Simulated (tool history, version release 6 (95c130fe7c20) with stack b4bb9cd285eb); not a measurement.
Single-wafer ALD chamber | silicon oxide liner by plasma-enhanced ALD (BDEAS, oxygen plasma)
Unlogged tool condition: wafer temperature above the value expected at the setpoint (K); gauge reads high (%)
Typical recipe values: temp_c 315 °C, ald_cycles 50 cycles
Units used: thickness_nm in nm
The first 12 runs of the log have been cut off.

run     day  temp_c  ald_cycles  wafers since the last listed run  hours since the last thermocouple change  hours since the gauge calibration  read-back reference wafer on the same gauge, thickness_nm  thickness_nm
     35.696  -- gauge calibrated
     36.433  -- thermocouple changed; heater temperature recalibrated
 13  36.454     315          44                               530                                       0.5                               18.2                                                       5.62         4.128
 14  38.496     315          44                               349                                      49.5                               67.2                                                      5.619          4.16
 15  42.688     315          50                               716                                     150.1                              167.8                                                       5.62          4.67
 16  45.562     322          50                               491                                     219.1                              236.8                                                       5.62         4.639
 17  50.008     315          44                               760                                     325.8                              343.5                                                       5.62         4.134
 18  52.467     328          54                               420                                     384.8                              402.5                                                      5.622         4.957
     55.012  -- thermocouple changed; heater temperature recalibrated, repeated, since the last time left the tool worse
 19  55.475     311          54                               457                                      11.1                              474.7                                                       5.62         5.168
 20  57.229     309          53                               300                                      53.2                              516.8                                                      5.619         5.069
 21  61.462     300          57                               724                                     154.8                              618.4                                                      5.617         5.516
 22  64.904     315          57                               588                                     237.4                                701                                                      5.622         5.418
 23  68.108     315          43                               548                                     314.3                              777.9                                                      5.619         4.079
 24  70.158     327          50                               350                                     363.5                              827.1                                                      5.618          4.65
 25  71.879     310          56                               294                                     404.8                              868.4                                                      5.617         5.347
 26  73.858     325          47                               338                                     452.3                              915.9                                                      5.617         4.404
 27    76.6     315          60                               468                                     518.1                              981.7                                                       5.62         5.655
 28  78.712     315          50                               361                                     568.8                             1032.4                                                      5.621         4.738
 29  80.592     305          46                               321                                     613.9                             1077.5                                                      5.617         4.413
 30  84.067     315          50                               594                                     697.3                             1160.9                                                      5.621         4.742
 31  86.854     315          50                               476                                     764.2                             1227.8                                                       5.62         4.745

Consider 5 possible next runs. They are alternatives, not a sequence: every one starts from the tool as it was left by run 31. What does each give?
  A  86.875     315          41                                 3                                     764.7                             1228.3                                                          ?             ?
  B  86.875     306          44                                 3                                     764.7                             1228.3                                                          ?             ?
  C  86.875     308          43                                 3                                     764.7                             1228.3                                                          ?             ?
  D  86.875     320          45                                 3                                     764.7                             1228.3                                                          ?             ?
  E  86.875     319          50                                 3                                     764.7                             1228.3                                                          ?             ?

run  read-back reference wafer on the same gauge, thickness_nm  thickness_nm
  A                                                      5.619         3.867
  B                                                      5.619         4.207
  C                                                      5.619         4.099
  D                                                      5.619         4.211
  E                                                      5.619         4.686
Without the tool's hidden state the same runs would have given:
run  thickness_nm
  A         3.878
  B          4.22
  C         4.111
  D         4.223
  E           4.7

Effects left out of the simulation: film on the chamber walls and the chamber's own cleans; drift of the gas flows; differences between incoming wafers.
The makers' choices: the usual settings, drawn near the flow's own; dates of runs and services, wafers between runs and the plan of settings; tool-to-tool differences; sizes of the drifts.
